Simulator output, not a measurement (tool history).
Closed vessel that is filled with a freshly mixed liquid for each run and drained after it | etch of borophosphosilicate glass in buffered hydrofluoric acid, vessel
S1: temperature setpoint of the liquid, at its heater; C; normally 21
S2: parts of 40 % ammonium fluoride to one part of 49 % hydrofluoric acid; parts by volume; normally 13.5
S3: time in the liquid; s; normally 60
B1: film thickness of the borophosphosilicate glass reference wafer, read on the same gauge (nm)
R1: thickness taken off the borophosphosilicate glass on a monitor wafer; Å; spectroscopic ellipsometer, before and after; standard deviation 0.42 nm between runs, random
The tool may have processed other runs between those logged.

Run 1, hour 0: usual settings but S2 15 parts by volume; B1 89.99. Result: R1 997 Å.
Run 2, hour 57.6: usual settings but S2 15 parts by volume; B1 89.98. Result: R1 1001.6 Å.
Run 3, hour 122.3: usual settings but S2 15 parts by volume; B1 89.97. Result: R1 990.8 Å.
Run 4, hour 205.6: usual settings; B1 89.99. Result: R1 1100.4 Å.
Run 5, hour 246.5: usual settings; B1 89.98. Result: R1 1103.8 Å.
Run 6, hour 325.8: usual settings but S2 15.5 parts by volume; B1 90.03. Result: R1 956.4 Å.
Run 7, hour 429.6: usual settings but S2 15.5 parts by volume; B1 89.99. Result: R1 959.6 Å.
Run 8, hour 534.6: usual settings but S2 11 parts by volume; B1 90. Result: R1 1331.8 Å.
Run 9, hour 574.9: usual settings; B1 90. Result: R1 1094.4 Å.
Run 10, hour 663.4: usual settings but S3 80 s; B1 89.98. Result: R1 1450.5 Å.
Run 11, hour 762.1: usual settings but S3 80 s; B1 90. Result: R1 1446.4 Å.
Run 12, hour 809.4: usual settings but S3 80 s; B1 89.98. Result: R1 1434.1 Å.
Run 13, hour 875.4: usual settings but S2 11.5 parts by volume; B1 90.01. Result: R1 1256.7 Å.
Run 14, hour 919.8: usual settings; B1 90.01. Result: R1 1098 Å.
Run 15, hour 991.2: usual settings; B1 90. Result: R1 1095.1 Å.
Run 16, hour 1047.2: usual settings; B1 90. Result: R1 1088.2 Å.
Run 17, hour 1371.1: usual settings; B1 90.01. Result: R1 1124 Å.
Run 18, hour 1410.2: usual settings but S1 17 C, S3 35 s; B1 90. Result: R1 522.3 Å.
Run 19, hour 1454.4: usual settings but S1 17 C, S2 11 parts by volume, S3 45 s; B1 89.98. Result: R1 825.1 Å.
Run 20, hour 1544.4: usual settings but S1 22.5 C; B1 89.99. Result: R1 1209 Å.
Run 21, hour 1599.7: usual settings but S1 19 C; B1 90. Result: R1 993.4 Å.
Run 22, hour 1639: usual settings but S1 18.5 C, S3 30 s; B1 89.98. Result: R1 484.5 Å.
Run 23, hour 1712.4: usual settings but S3 45 s; B1 89.98. Result: R1 834.3 Å.
Run 24, hour 1774.7: usual settings but S2 16 parts by volume; B1 90.01. Result: R1 939 Å.
Run 25, hour 1866: usual settings but S2 10 parts by volume; B1 89.99. Result: R1 1490.9 Å.
Run 26, hour 1912.7: usual settings; B1 89.98. Result: R1 1110.7 Å.
Run 27, hour 2130.4: usual settings; B1 89.99. Result: R1 1093.3 Å.
Run 28, hour 2169.1: usual settings but S3 45 s; B1 89.99. Result: R1 818.2 Å.
Run 29, hour 2233.3: usual settings but S1 24.5 C, S2 12 parts by volume, S3 45 s; B1 90. Result: R1 1115 Å.
Run 30, hour 2311: usual settings but S3 45 s; B1 89.99. Result: R1 819 Å.
Run 31, hour 2406.4: usual settings; B1 90. Result: R1 1079.5 Å.
Run 32, hour 2494: usual settings but S1 18 C; B1 89.99. Result: R1 917.8 Å.

Not shown here: 3 entries made in the log between runs. Locate each between two listed runs and compare the hidden state at the listed run before it with the hidden state at the listed run after it:
Run 13 -> run 14: thermometer replaced (hour 884.1)
  liquid colder than its thermometer reads (K): 0.37 -> 0.0173; hydrofluoric acid flow below the setpoint (%): 3.57 -> 3.67
  difference, measured minus the result without the unlogged condition, R1: -72.5 -> -42.6 Å
Run 16 -> run 17: hydrofluoric acid flow meter replaced (hour 1090.1)
  liquid colder than its thermometer reads (K): 0.0384 -> 0.0922; hydrofluoric acid flow below the setpoint (%): 3.98 -> 0.954
  difference, measured minus the result without the unlogged condition, R1: -46.9 -> -16.3 Å
Run 21 -> run 22: gauge calibrated (hour 1621.1)
  liquid colder than its thermometer reads (K): 0.13 -> 0.137; hydrofluoric acid flow below the setpoint (%): 1.5 -> 1.59
  difference, measured minus the result without the unlogged condition, R1: -22.2 -> -11.6 Å
